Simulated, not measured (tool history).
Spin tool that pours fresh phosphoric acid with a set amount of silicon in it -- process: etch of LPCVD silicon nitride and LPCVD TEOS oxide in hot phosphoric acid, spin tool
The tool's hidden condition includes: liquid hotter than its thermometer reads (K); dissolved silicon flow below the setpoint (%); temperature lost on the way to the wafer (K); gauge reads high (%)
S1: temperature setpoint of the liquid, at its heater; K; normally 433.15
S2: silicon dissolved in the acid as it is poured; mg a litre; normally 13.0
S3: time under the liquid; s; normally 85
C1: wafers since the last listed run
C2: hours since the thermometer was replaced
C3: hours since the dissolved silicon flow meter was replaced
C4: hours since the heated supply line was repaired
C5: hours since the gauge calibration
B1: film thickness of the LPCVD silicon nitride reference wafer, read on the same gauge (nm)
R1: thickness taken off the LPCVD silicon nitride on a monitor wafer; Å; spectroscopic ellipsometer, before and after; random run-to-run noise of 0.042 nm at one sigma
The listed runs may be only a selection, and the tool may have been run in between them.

| run | hour | S1 | S2 | S3 | C1 | C2 | C3 | C4 | C5 | B1 | R1 |
|---|---|---|---|---|---|---|---|---|---|---|---|
| 1 | 0.0 | 433.15 | 13.0 | 85 | 0 | 2518.1 | 1812.3 | 1146.2 | 759.3 | 139.98 | 76.5 |
|  | 2.5 | gauge calibrated |
| 2 | 56.3 | 433.15 | 13.0 | 95 | 479 | 2574.4 | 1868.6 | 1202.5 | 53.8 | 140.00 | 86.0 |
| 3 | 81.9 | 433.15 | 13.0 | 95 | 217 | 2600.0 | 1894.2 | 1228.1 | 79.4 | 140.01 | 86.3 |
| 4 | 122.3 | 433.15 | 13.0 | 95 | 343 | 2640.4 | 1934.6 | 1268.5 | 119.8 | 139.97 | 85.6 |
| 5 | 165.2 | 433.15 | 8.0 | 65 | 365 | 2683.3 | 1977.5 | 1311.4 | 162.7 | 139.99 | 59.4 |
| 6 | 201.7 | 433.15 | 8.0 | 65 | 310 | 2719.8 | 2014.0 | 1347.9 | 199.2 | 140.00 | 58.5 |
| 7 | 249.0 | 433.15 | 8.0 | 65 | 402 | 2767.1 | 2061.3 | 1395.2 | 246.5 | 139.98 | 59.0 |
| 8 | 315.8 | 433.15 | 13.0 | 85 | 568 | 2833.9 | 2128.1 | 1462.0 | 313.3 | 140.02 | 77.2 |
|  | 325.7 | heated supply line repaired |
|  | 336.6 | thermometer replaced |
| 9 | 384.1 | 433.15 | 13.0 | 85 | 564 | 47.5 | 2196.4 | 58.4 | 381.6 | 139.99 | 70.6 |
| 10 | 442.4 | 433.15 | 13.0 | 85 | 496 | 105.8 | 2254.7 | 116.7 | 439.9 | 139.98 | 71.4 |
| 11 | 467.3 | 430.15 | 13.0 | 50 | 212 | 130.7 | 2279.6 | 141.6 | 464.8 | 140.03 | 37.8 |
| 12 | 532.8 | 434.65 | 4.5 | 85 | 557 | 196.2 | 2345.1 | 207.1 | 530.3 | 139.94 | 74.6 |
| 13 | 568.7 | 433.15 | 13.0 | 85 | 305 | 232.1 | 2381.0 | 243.0 | 566.2 | 140.03 | 71.6 |
|  | 610.3 | dissolved silicon flow meter replaced |
| 14 | 628.4 | 433.15 | 13.0 | 85 | 499 | 291.8 | 18.1 | 302.7 | 625.9 | 140.04 | 71.5 |
| 15 | 675.6 | 431.65 | 21.5 | 55 | 401 | 339.0 | 65.3 | 349.9 | 673.1 | 140.04 | 44.2 |
| 16 | 717.5 | 432.15 | 20.5 | 85 | 356 | 380.9 | 107.2 | 391.8 | 715.0 | 140.04 | 69.4 |
|  | 758.5 | gauge calibrated |
| 17 | 764.6 | 434.65 | 6.0 | 55 | 401 | 428.0 | 154.3 | 438.9 | 6.1 | 140.02 | 49.2 |

Run 18 has not been measured yet. What should we expect?
| 18 | 814.5 | 433.15 | 23.0 | 105 | 424 | 477.9 | 204.2 | 488.8 | 56.0 | ? | ? |

{"run 18": {"B1": 140.01, "R1": 88.6}}
With the hidden condition absent and the run-to-run variation left alone, this run would have shown R1 87.0 Å.

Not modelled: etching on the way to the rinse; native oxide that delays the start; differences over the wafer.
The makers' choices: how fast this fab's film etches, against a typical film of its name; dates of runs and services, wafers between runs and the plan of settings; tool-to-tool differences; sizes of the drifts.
